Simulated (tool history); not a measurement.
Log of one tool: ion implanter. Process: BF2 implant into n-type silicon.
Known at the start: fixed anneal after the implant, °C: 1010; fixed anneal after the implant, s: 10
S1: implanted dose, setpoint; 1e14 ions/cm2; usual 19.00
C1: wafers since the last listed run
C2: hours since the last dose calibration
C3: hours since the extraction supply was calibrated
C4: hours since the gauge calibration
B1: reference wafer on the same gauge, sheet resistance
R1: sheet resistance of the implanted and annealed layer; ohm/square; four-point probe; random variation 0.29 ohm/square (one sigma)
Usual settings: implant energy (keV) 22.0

{"run": 1, "hour": 0.0, "S1": 15.59, "implant energy (keV)": 19.0, "C1": 0, "C2": 629.8, "C3": 3703.6, "C4": 1253.4, "B1": 134.08, "R1": 176.66}
{"hour": 19.3, "done": "Faraday cup replaced and dose calibrated"}
{"run": 2, "hour": 46.0, "S1": 15.59, "implant energy (keV)": 19.0, "C1": 668, "C2": 26.7, "C3": 3749.6, "C4": 1299.4, "B1": 133.95, "R1": 176.34}
{"run": 3, "hour": 136.1, "S1": 19.0, "implant energy (keV)": 22.0, "C1": 1585, "C2": 116.8, "C3": 3839.7, "C4": 1389.5, "B1": 134.01, "R1": 159.36}
{"run": 4, "hour": 219.6, "S1": 19.0, "implant energy (keV)": 22.0, "C1": 1468, "C2": 200.3, "C3": 3923.2, "C4": 1473.0, "B1": 134.03, "R1": 159.39}
{"run": 5, "hour": 292.4, "S1": 19.0, "implant energy (keV)": 22.0, "C1": 1280, "C2": 273.1, "C3": 3996.0, "C4": 1545.8, "B1": 134.02, "R1": 159.62}
{"run": 6, "hour": 331.9, "S1": 19.0, "implant energy (keV)": 22.0, "C1": 694, "C2": 312.6, "C3": 4035.5, "C4": 1585.3, "B1": 134.0, "R1": 158.91}
{"run": 7, "hour": 409.3, "S1": 19.0, "implant energy (keV)": 22.0, "C1": 1361, "C2": 390.0, "C3": 4112.9, "C4": 1662.7, "B1": 133.93, "R1": 159.36}
{"run": 8, "hour": 481.6, "S1": 16.49, "implant energy (keV)": 16.0, "C1": 1271, "C2": 462.3, "C3": 4185.2, "C4": 1735.0, "B1": 134.03, "R1": 190.51}
{"run": 9, "hour": 530.1, "S1": 16.49, "implant energy (keV)": 16.0, "C1": 853, "C2": 510.8, "C3": 4233.7, "C4": 1783.5, "B1": 134.0, "R1": 190.64}
{"run": 10, "hour": 602.5, "S1": 16.49, "implant energy (keV)": 16.0, "C1": 1273, "C2": 583.2, "C3": 4306.1, "C4": 1855.9, "B1": 134.05, "R1": 190.45}
{"hour": 632.1, "done": "Faraday cup replaced and dose calibrated"}
{"run": 11, "hour": 695.7, "S1": 17.63, "implant energy (keV)": 22.0, "C1": 1498, "C2": 63.6, "C3": 4399.3, "C4": 1949.1, "B1": 133.99, "R1": 160.46}
{"run": 12, "hour": 768.6, "S1": 17.43, "implant energy (keV)": 22.0, "C1": 1282, "C2": 136.5, "C3": 4472.2, "C4": 2022.0, "B1": 134.05, "R1": 160.42}
{"run": 13, "hour": 809.9, "S1": 17.43, "implant energy (keV)": 22.0, "C1": 726, "C2": 177.8, "C3": 4513.5, "C4": 2063.3, "B1": 134.02, "R1": 160.73}
{"hour": 888.4, "done": "gauge calibrated"}
{"run": 14, "hour": 896.9, "S1": 15.25, "implant energy (keV)": 20.0, "C1": 1530, "C2": 264.8, "C3": 4600.5, "C4": 8.5, "B1": 133.95, "R1": 172.09}
{"hour": 993.8, "done": "extraction supply calibrated"}
{"run": 15, "hour": 997.7, "S1": 19.0, "implant energy (keV)": 26.0, "C1": 1632, "C2": 365.6, "C3": 3.9, "C4": 109.3, "B1": 133.93, "R1": 149.39}
{"run": 16, "hour": 1100.7, "S1": 19.0, "implant energy (keV)": 22.0, "C1": 1812, "C2": 468.6, "C3": 106.9, "C4": 212.3, "B1": 134.05, "R1": 162.72}
{"run": 17, "hour": 1148.7, "S1": 23.1, "implant energy (keV)": 29.5, "C1": 844, "C2": 516.6, "C3": 154.9, "C4": 260.3, "B1": 134.01, "R1": 137.6}
{"run": 18, "hour": 1215.3, "S1": 19.0, "implant energy (keV)": 14.5, "C1": 1171, "C2": 583.2, "C3": 221.5, "C4": 326.9, "B1": 134.07, "R1": 199.52}
{"run": 19, "hour": 1273.7, "S1": 21.72, "implant energy (keV)": 26.0, "C1": 1027, "C2": 641.6, "C3": 279.9, "C4": 385.3, "B1": 134.03, "R1": 146.67}
{"hour": 1337.5, "done": "Faraday cup replaced and dose calibrated"}
{"run": 20, "hour": 1338.0, "S1": 16.68, "implant energy (keV)": 28.0, "C1": 990, "C2": 0.5, "C3": 344.2, "C4": 449.6, "B1": 134.01, "R1": 144.95}
{"run": 21, "hour": 1417.4, "S1": 21.85, "implant energy (keV)": 15.0, "C1": 1396, "C2": 79.9, "C3": 423.6, "C4": 529.0, "B1": 133.97, "R1": 193.43}
{"run": 22, "hour": 1459.7, "S1": 24.51, "implant energy (keV)": 19.5, "C1": 744, "C2": 122.2, "C3": 465.9, "C4": 571.3, "B1": 133.92, "R1": 168.13}
{"run": 23, "hour": 1499.5, "S1": 19.0, "implant energy (keV)": 22.0, "C1": 700, "C2": 162.0, "C3": 505.7, "C4": 611.1, "B1": 134.01, "R1": 162.24}
{"run": 24, "hour": 1562.4, "S1": 16.24, "implant energy (keV)": 28.5, "C1": 1106, "C2": 224.9, "C3": 568.6, "C4": 674.0, "B1": 133.97, "R1": 144.54}
{"run": 25, "hour": 1736.9, "S1": 21.78, "implant energy (keV)": 19.5, "C1": 3069, "C2": 399.4, "C3": 743.1, "C4": 848.5, "B1": 134.0, "R1": 170.52}
{"run": 26, "hour": 1798.4, "S1": 19.0, "implant energy (keV)": 27.0, "C1": 1081, "C2": 460.9, "C3": 804.6, "C4": 910.0, "B1": 133.94, "R1": 146.02}
{"run": 27, "hour": 1873.7, "S1": 15.25, "implant energy (keV)": 20.0, "C1": 1324, "C2": 536.2, "C3": 879.9, "C4": 985.3, "B1": 134.01, "R1": 175.59}
{"run": 28, "hour": 1923.2, "S1": 19.0, "implant energy (keV)": 19.5, "C1": 870, "C2": 585.7, "C3": 929.4, "C4": 1034.8, "B1": 134.04, "R1": 173.15}
{"hour": 1999.4, "done": "Faraday cup replaced and dose calibrated"}
{"run": 29, "hour": 2001.2, "S1": 19.0, "implant energy (keV)": 22.0, "C1": 1231, "C2": 1.8, "C3": 1007.4, "C4": 1112.8, "B1": 134.01, "R1": 162.64}

How the hidden state differs across the entries between the runs, from the last listed run before each to the first after it:
Between runs 1 and 2: Faraday cup replaced and dose calibrated (hour 19.3)
  deviation of the true energy from its setpoint, %: 3.12 -> 3.16
  measured less the result without the state, R1: -2.82 -> -2.84 ohm/square
Between runs 10 and 11: Faraday cup replaced and dose calibrated (hour 632.1)
  deviation of the true energy from its setpoint, %: 3.65 -> 3.73
  measured less the result without the state, R1: -3.29 -> -3.15 ohm/square
Between runs 13 and 14: gauge calibrated (hour 888.4)
  deviation of the true energy from its setpoint, %: 3.83 -> 3.9
  measured less the result without the state, R1: -3.25 -> -3.47 ohm/square
Between runs 14 and 15: extraction supply calibrated (hour 993.8)
  deviation of the true energy from its setpoint, %: 3.9 -> -1.1
  measured less the result without the state, R1: -3.47 -> +0.90 ohm/square
Between runs 19 and 20: Faraday cup replaced and dose calibrated (hour 1337.5)
  deviation of the true energy from its setpoint, %: -0.861 -> -0.805
  measured less the result without the state, R1: +0.68 -> +0.64 ohm/square
Between runs 28 and 29: Faraday cup replaced and dose calibrated (hour 1999.4)
  deviation of the true energy from its setpoint, %: -0.297 -> -0.23
  measured less the result without the state, R1: +0.26 -> +0.19 ohm/square
